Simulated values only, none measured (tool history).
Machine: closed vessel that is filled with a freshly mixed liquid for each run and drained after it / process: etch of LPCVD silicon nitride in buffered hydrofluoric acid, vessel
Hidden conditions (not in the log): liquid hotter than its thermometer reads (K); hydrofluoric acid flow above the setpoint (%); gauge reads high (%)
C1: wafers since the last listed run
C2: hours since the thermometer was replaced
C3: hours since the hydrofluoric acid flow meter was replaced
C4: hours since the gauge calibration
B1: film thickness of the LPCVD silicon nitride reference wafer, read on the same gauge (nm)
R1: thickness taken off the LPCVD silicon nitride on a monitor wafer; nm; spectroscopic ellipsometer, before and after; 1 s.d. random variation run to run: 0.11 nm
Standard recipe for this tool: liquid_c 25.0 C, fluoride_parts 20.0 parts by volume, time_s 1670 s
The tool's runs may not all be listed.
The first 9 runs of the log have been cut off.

{"run": 10, "day": 20.904, "liquid_c": 25.0, "fluoride_parts": 20.0, "time_s": 1670, "C1": 1582, "C2": 827.7, "C3": 349.6, "C4": 734.1, "B1": 130.0, "R1": 13.15}
{"run": 11, "day": 23.112, "liquid_c": 25.0, "fluoride_parts": 22.0, "time_s": 2450, "C1": 2183, "C2": 880.7, "C3": 402.6, "C4": 787.1, "B1": 130.03, "R1": 18.51}
{"day": 24.308, "done": "thermometer replaced"}
{"run": 12, "day": 24.825, "liquid_c": 20.5, "fluoride_parts": 27.0, "time_s": 675, "C1": 1652, "C2": 12.4, "C3": 443.7, "C4": 828.2, "B1": 129.99, "R1": 2.99}
{"run": 13, "day": 25.829, "liquid_c": 25.0, "fluoride_parts": 14.0, "time_s": 1670, "C1": 992, "C2": 36.5, "C3": 467.8, "C4": 852.3, "B1": 130.02, "R1": 16.84}
{"run": 14, "day": 27.429, "liquid_c": 20.0, "fluoride_parts": 17.0, "time_s": 1210, "C1": 1582, "C2": 74.9, "C3": 506.2, "C4": 890.7, "B1": 129.96, "R1": 7.58}
{"run": 15, "day": 28.558, "liquid_c": 25.0, "fluoride_parts": 20.0, "time_s": 1670, "C1": 1116, "C2": 102.0, "C3": 533.3, "C4": 917.8, "B1": 130.02, "R1": 11.87}
{"run": 16, "day": 29.617, "liquid_c": 25.0, "fluoride_parts": 20.0, "time_s": 1670, "C1": 1046, "C2": 127.4, "C3": 558.7, "C4": 943.2, "B1": 130.0, "R1": 11.91}
{"run": 17, "day": 32.529, "liquid_c": 22.0, "fluoride_parts": 20.0, "time_s": 1670, "C1": 2880, "C2": 197.3, "C3": 628.6, "C4": 1013.1, "B1": 130.01, "R1": 10.41}
{"run": 18, "day": 38.554, "liquid_c": 23.5, "fluoride_parts": 14.0, "time_s": 2010, "C1": 5957, "C2": 341.9, "C3": 773.2, "C4": 1157.7, "B1": 129.98, "R1": 19.61}
{"day": 39.842, "done": "gauge calibrated"}
{"run": 19, "day": 39.862, "liquid_c": 25.0, "fluoride_parts": 25.0, "time_s": 1005, "C1": 1293, "C2": 373.3, "C3": 804.6, "C4": 0.5, "B1": 129.99, "R1": 6.43}
{"run": 20, "day": 42.767, "liquid_c": 25.0, "fluoride_parts": 20.0, "time_s": 2320, "C1": 2871, "C2": 443.0, "C3": 874.3, "C4": 70.2, "B1": 130.0, "R1": 17.36}
{"run": 21, "day": 43.817, "liquid_c": 30.0, "fluoride_parts": 20.0, "time_s": 1670, "C1": 1038, "C2": 468.2, "C3": 899.5, "C4": 95.4, "B1": 129.97, "R1": 16.47}
{"run": 22, "day": 46.567, "liquid_c": 20.0, "fluoride_parts": 17.0, "time_s": 1210, "C1": 2719, "C2": 534.2, "C3": 965.5, "C4": 161.4, "B1": 130.01, "R1": 8.23}
{"run": 23, "day": 48.021, "liquid_c": 25.0, "fluoride_parts": 24.5, "time_s": 1670, "C1": 1437, "C2": 569.1, "C3": 1000.4, "C4": 196.3, "B1": 130.01, "R1": 11.2}
{"run": 24, "day": 50.112, "liquid_c": 21.5, "fluoride_parts": 20.0, "time_s": 2020, "C1": 2068, "C2": 619.3, "C3": 1050.6, "C4": 246.5, "B1": 130.03, "R1": 12.95}
{"run": 25, "day": 52.271, "liquid_c": 25.0, "fluoride_parts": 20.0, "time_s": 1670, "C1": 2134, "C2": 671.1, "C3": 1102.4, "C4": 298.3, "B1": 130.01, "R1": 12.99}
{"day": 53.1, "done": "thermometer replaced"}
{"run": 26, "day": 54.917, "liquid_c": 26.5, "fluoride_parts": 23.0, "time_s": 2365, "C1": 2575, "C2": 43.6, "C3": 1165.9, "C4": 361.8, "B1": 130.0, "R1": 16.3}
{"run": 27, "day": 57.862, "liquid_c": 21.0, "fluoride_parts": 20.0, "time_s": 1670, "C1": 2913, "C2": 114.3, "C3": 1236.6, "C4": 432.5, "B1": 129.98, "R1": 9.45}
{"run": 28, "day": 60.333, "liquid_c": 25.0, "fluoride_parts": 20.0, "time_s": 1670, "C1": 2443, "C2": 173.6, "C3": 1295.9, "C4": 491.8, "B1": 130.02, "R1": 11.91}
{"run": 29, "day": 62.038, "liquid_c": 25.0, "fluoride_parts": 20.0, "time_s": 2510, "C1": 1685, "C2": 214.5, "C3": 1336.8, "C4": 532.7, "B1": 129.97, "R1": 18.28}
{"run": 30, "day": 63.112, "liquid_c": 29.0, "fluoride_parts": 20.0, "time_s": 1670, "C1": 1063, "C2": 240.3, "C3": 1362.6, "C4": 558.5, "B1": 130.03, "R1": 14.95}
{"run": 31, "day": 65.733, "liquid_c": 25.0, "fluoride_parts": 22.0, "time_s": 2065, "C1": 2591, "C2": 303.2, "C3": 1425.5, "C4": 621.4, "B1": 130.01, "R1": 14.51}
{"run": 32, "day": 67.492, "liquid_c": 25.0, "fluoride_parts": 20.0, "time_s": 2415, "C1": 1738, "C2": 345.4, "C3": 1467.7, "C4": 663.6, "B1": 130.01, "R1": 17.96}
{"run": 33, "day": 69.388, "liquid_c": 21.0, "fluoride_parts": 20.0, "time_s": 1265, "C1": 1874, "C2": 390.9, "C3": 1513.2, "C4": 709.1, "B1": 130.0, "R1": 7.61}

Alternative continuations, all from the tool just after run 33; predict every row:
{"run": "A", "day": 69.433, "liquid_c": 25.0, "fluoride_parts": 20.0, "time_s": 1005, "C1": 45, "C2": 392.0, "C3": 1514.3, "C4": 710.2, "B1": "?", "R1": "?"}
{"run": "B", "day": 69.433, "liquid_c": 21.0, "fluoride_parts": 17.5, "time_s": 2585, "C1": 45, "C2": 392.0, "C3": 1514.3, "C4": 710.2, "B1": "?", "R1": "?"}
{"run": "C", "day": 69.433, "liquid_c": 25.0, "fluoride_parts": 20.0, "time_s": 2260, "C1": 45, "C2": 392.0, "C3": 1514.3, "C4": 710.2, "B1": "?", "R1": "?"}

run=A B1=129.98 R1=7.51
run=B B1=129.98 R1=17.72
run=C B1=129.98 R1=16.89
With the hidden condition removed and each run's random variation left untouched, the same runs would have given:
run=A R1=6.99
run=B R1=16.46
run=C R1=15.73
